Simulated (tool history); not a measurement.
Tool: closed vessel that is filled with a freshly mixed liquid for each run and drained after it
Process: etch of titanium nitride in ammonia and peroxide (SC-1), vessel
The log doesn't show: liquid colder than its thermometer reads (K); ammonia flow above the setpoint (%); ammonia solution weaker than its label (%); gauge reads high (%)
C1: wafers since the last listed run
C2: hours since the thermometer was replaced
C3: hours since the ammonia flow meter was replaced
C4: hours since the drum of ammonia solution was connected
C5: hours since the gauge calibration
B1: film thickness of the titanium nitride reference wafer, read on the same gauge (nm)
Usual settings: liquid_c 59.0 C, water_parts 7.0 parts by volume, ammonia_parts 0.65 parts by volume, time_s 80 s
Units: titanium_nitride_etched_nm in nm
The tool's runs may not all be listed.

Run 1, day 0.000: usual settings but water_parts 5.0 parts by volume; C1 0; C2 1288.0; C3 1449.1; C4 452.3; C5 981.1; B1 139.97. Result: titanium_nitride_etched_nm 25.63 nm.
Run 2, day 1.125: usual settings but liquid_c 51.0 C, water_parts 9.0 parts by volume; C1 2271; C2 1315.0; C3 1476.1; C4 479.3; C5 1008.1; B1 140.01. Result: titanium_nitride_etched_nm 11.36 nm.
Run 3, day 4.012: usual settings but liquid_c 51.0 C, water_parts 9.0 parts by volume; C1 5831; C2 1384.3; C3 1545.4; C4 548.6; C5 1077.4; B1 140.01. Result: titanium_nitride_etched_nm 11.36 nm.
Run 4, day 5.517: usual settings but liquid_c 56.5 C; C1 3037; C2 1420.4; C3 1581.5; C4 584.7; C5 1113.5; B1 139.98. Result: titanium_nitride_etched_nm 18.62 nm.
Run 5, day 7.008: usual settings but liquid_c 56.5 C; C1 3012; C2 1456.2; C3 1617.3; C4 620.5; C5 1149.3; B1 139.96. Result: titanium_nitride_etched_nm 18.74 nm.
At day 7.317: new drum of ammonia solution connected.
Run 6, day 9.708: usual settings but liquid_c 56.5 C; C1 5368; C2 1521.0; C3 1682.1; C4 57.4; C5 1214.1; B1 140.06. Result: titanium_nitride_etched_nm 18.68 nm.
At day 11.962: gauge calibrated.
Run 7, day 12.175: usual settings but water_parts 9.0 parts by volume; C1 4981; C2 1580.2; C3 1741.3; C4 116.6; C5 5.1; B1 140.01. Result: titanium_nitride_etched_nm 19.58 nm.
Run 8, day 14.296: usual settings but ammonia_parts 0.90 parts by volume, time_s 50 s; C1 4283; C2 1631.1; C3 1792.2; C4 167.5; C5 56.0; B1 140.02. Result: titanium_nitride_etched_nm 14.43 nm.
Run 9, day 15.667: usual settings but liquid_c 53.5 C, water_parts 5.0 parts by volume, ammonia_parts 0.55 parts by volume, time_s 115 s; C1 2768; C2 1664.0; C3 1825.1; C4 200.4; C5 88.9; B1 139.99. Result: titanium_nitride_etched_nm 25.11 nm.
Run 10, day 17.512: usual settings but liquid_c 49.5 C, water_parts 8.0 parts by volume, ammonia_parts 0.45 parts by volume; C1 3727; C2 1708.3; C3 1869.4; C4 244.7; C5 133.2; B1 139.98. Result: titanium_nitride_etched_nm 10.19 nm.
Run 11, day 20.417: usual settings but ammonia_parts 0.50 parts by volume, time_s 45 s; C1 5864; C2 1778.0; C3 1939.1; C4 314.4; C5 202.9; B1 140.04. Result: titanium_nitride_etched_nm 11.90 nm.
Run 12, day 21.621: usual settings; C1 2431; C2 1806.9; C3 1968.0; C4 343.3; C5 231.8; B1 140.00. Result: titanium_nitride_etched_nm 21.94 nm.
At day 22.021: thermometer replaced.
Run 13, day 24.250: usual settings but liquid_c 50.5 C; C1 5225; C2 53.5; C3 2031.1; C4 406.4; C5 294.9; B1 140.01. Result: titanium_nitride_etched_nm 12.68 nm.
Run 14, day 26.946: usual settings but liquid_c 66.0 C, time_s 120 s; C1 5444; C2 118.2; C3 2095.8; C4 471.1; C5 359.6; B1 140.00. Result: titanium_nitride_etched_nm 53.12 nm.
Run 15, day 29.054: usual settings but liquid_c 51.5 C, water_parts 10.0 parts by volume, ammonia_parts 0.90 parts by volume; C1 4257; C2 168.8; C3 2146.4; C4 521.7; C5 410.2; B1 139.98. Result: titanium_nitride_etched_nm 12.02 nm.
At day 29.792: ammonia flow meter replaced.
Run 16, day 31.188: usual settings; C1 4224; C2 220.0; C3 33.5; C4 572.9; C5 461.4; B1 139.96. Result: titanium_nitride_etched_nm 22.29 nm.
Run 17, day 33.762: usual settings; C1 5200; C2 281.8; C3 95.3; C4 634.7; C5 523.2; B1 139.95. Result: titanium_nitride_etched_nm 22.10 nm.
Run 18, day 36.138: usual settings but ammonia_parts 0.75 parts by volume; C1 4796; C2 338.8; C3 152.3; C4 691.7; C5 580.2; B1 140.07. Result: titanium_nitride_etched_nm 22.67 nm.
At day 38.121: new drum of ammonia solution connected.
Run 19, day 38.196: usual settings but ammonia_parts 0.40 parts by volume, time_s 55 s; C1 4072; C2 388.2; C3 201.7; C4 1.8; C5 629.6; B1 140.07. Result: titanium_nitride_etched_nm 14.15 nm.
Run 20, day 39.242: usual settings; C1 2112; C2 413.3; C3 226.8; C4 26.9; C5 654.7; B1 140.03. Result: titanium_nitride_etched_nm 22.12 nm.
Run 21, day 41.883: usual settings but liquid_c 68.0 C; C1 5334; C2 476.7; C3 290.2; C4 90.3; C5 718.1; B1 139.96. Result: titanium_nitride_etched_nm 39.54 nm.
Run 22, day 42.988: usual settings but liquid_c 53.0 C, water_parts 5.5 parts by volume, time_s 40 s; C1 2229; C2 503.2; C3 316.7; C4 116.8; C5 744.6; B1 139.99. Result: titanium_nitride_etched_nm 8.36 nm.
Run 23, day 44.962: usual settings but liquid_c 50.0 C, time_s 40 s; C1 3988; C2 550.6; C3 364.1; C4 164.2; C5 792.0; B1 140.00. Result: titanium_nitride_etched_nm 6.01 nm.
Run 24, day 46.321: usual settings but ammonia_parts 0.35 parts by volume; C1 2743; C2 583.2; C3 396.7; C4 196.8; C5 824.6; B1 139.95. Result: titanium_nitride_etched_nm 19.88 nm.
Run 25, day 49.225: usual settings; C1 5864; C2 652.9; C3 466.4; C4 266.5; C5 894.3; B1 140.01. Result: titanium_nitride_etched_nm 22.06 nm.
Run 26, day 51.350: usual settings; C1 4291; C2 703.9; C3 517.4; C4 317.5; C5 945.3; B1 140.07. Result: titanium_nitride_etched_nm 22.10 nm.

What the log doesn't show, run by run:
ammonia solution weaker than its label (%): 0 in every run
gauge reads high (%): 0 in every run
H1: liquid colder than its thermometer reads (K)
H2: ammonia flow above the setpoint (%)
run      H1    H2
  1   0.324  10.1
  2    0.33  10.3
  3   0.347  10.7
  4   0.356  10.9
  5   0.365  11.1
  6    0.38  11.5
  7   0.395  11.9
  8   0.407  12.2
  9   0.415  12.3
 10   0.426  12.6
 11   0.443    13
 12    0.45  13.2
 13  0.0404  13.6
 14  0.0561  13.9
 15  0.0684  14.2
 16  0.0808  2.22
 17  0.0958  2.58
 18    0.11  2.92
 19   0.122   3.2
 20   0.128  3.35
 21   0.143  3.72
 22    0.15  3.88
 23   0.161  4.15
 24   0.169  4.34
 25   0.186  4.75
 26   0.198  5.05
